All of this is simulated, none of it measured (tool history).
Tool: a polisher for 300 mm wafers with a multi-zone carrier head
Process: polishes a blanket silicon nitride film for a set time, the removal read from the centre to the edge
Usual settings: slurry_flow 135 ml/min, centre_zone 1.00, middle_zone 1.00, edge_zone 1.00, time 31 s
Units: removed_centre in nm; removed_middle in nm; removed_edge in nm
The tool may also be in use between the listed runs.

run    hour  slurry_flow  centre_zone  middle_zone  edge_zone  time  incoming thickness of the incoming film, nm  removed_centre  removed_middle  removed_edge
  1     0.0          135         1.00         1.00       1.00    31                                        509.8            60.7            65.1          62.1
  2    47.6          135         1.00         1.00       1.00    31                                        505.8            61.3            64.3          63.1
  3    89.1          135         1.00         1.08       1.00    31                                        502.0            61.2            69.8          63.8
      125.8  -- worn pad replaced by a new one
  4   140.9          135         1.00         1.08       1.00    31                                        500.8            61.1            70.8          64.2
  5   232.6          105         1.00         1.00       0.96    31                                        509.5            54.2            61.1          59.9
  6   340.2          105         1.00         1.00       0.96    31                                        501.1            53.8            60.7          60.6
      384.1  -- worn pad replaced by a new one
      387.6  -- slurry nozzle cleaned
      406.5  -- centre zone pressure recalibrated
  7   425.2          135         1.00         1.00       1.00    37                                        507.1            76.0            77.7          75.7
  8   490.6          135         1.00         1.00       1.00    37                                        499.4            74.3            78.7          75.2
  9   550.5          135         0.93         1.00       1.00    23                                        500.4            43.8            48.6          47.3
      590.6  -- worn pad replaced by a new one
      751.7  -- slurry nozzle cleaned
      780.4  -- carrier head's membrane replaced by a new one
 10   801.2          135         1.06         1.00       0.90    24                                        494.6            50.8            51.5          47.2
      828.3  -- worn pad replaced by a new one
      834.1  -- edge zone pressure recalibrated
 11   851.7          135         1.00         1.00       1.00    31                                        496.5            62.2            66.1          61.5
 12   899.7          135         1.04         1.00       1.00    21                                        494.0            43.7            43.8          43.3
 13   957.1          135         1.00         1.00       1.00    31                                        495.2            61.2            65.7          62.6
     1035.3  -- worn pad replaced by a new one
 14  1040.8          135         0.95         1.00       1.00    31                                        505.5            57.9            65.3          64.6
 15  1111.0          135         1.09         1.00       0.94    31                                        505.0            66.0            65.5          61.8
     1139.6  -- slurry nozzle cleaned
 16  1150.6           95         0.93         1.00       1.00    31                                        500.3            49.0            60.6          59.9

4 ways to go on from here, each from the tool as it stands after run 16. What would each give?
  A  1151.0          135         1.00         1.00       0.95    31                                        493.4               ?               ?             ?
  B  1151.0          110         0.93         1.00       1.00    31                                        493.4               ?               ?             ?
  C  1151.0          115         1.05         1.00       1.00    31                                        493.4               ?               ?             ?
  D  1151.0          135         1.00         1.00       1.00    23                                        493.4               ?               ?             ?

run  removed_centre  removed_middle  removed_edge
  A            60.2            65.6          62.3
  B            52.8            62.4          61.6
  C            60.5            63.1          62.1
  D            44.6            48.7          47.3
Without the tool's hidden state the same runs would have given:
run  removed_centre  removed_middle  removed_edge
  A            64.9            65.6          62.3
  B            56.9            62.4          61.6
  C            65.2            63.1          62.1
  D            48.2            48.7          47.3
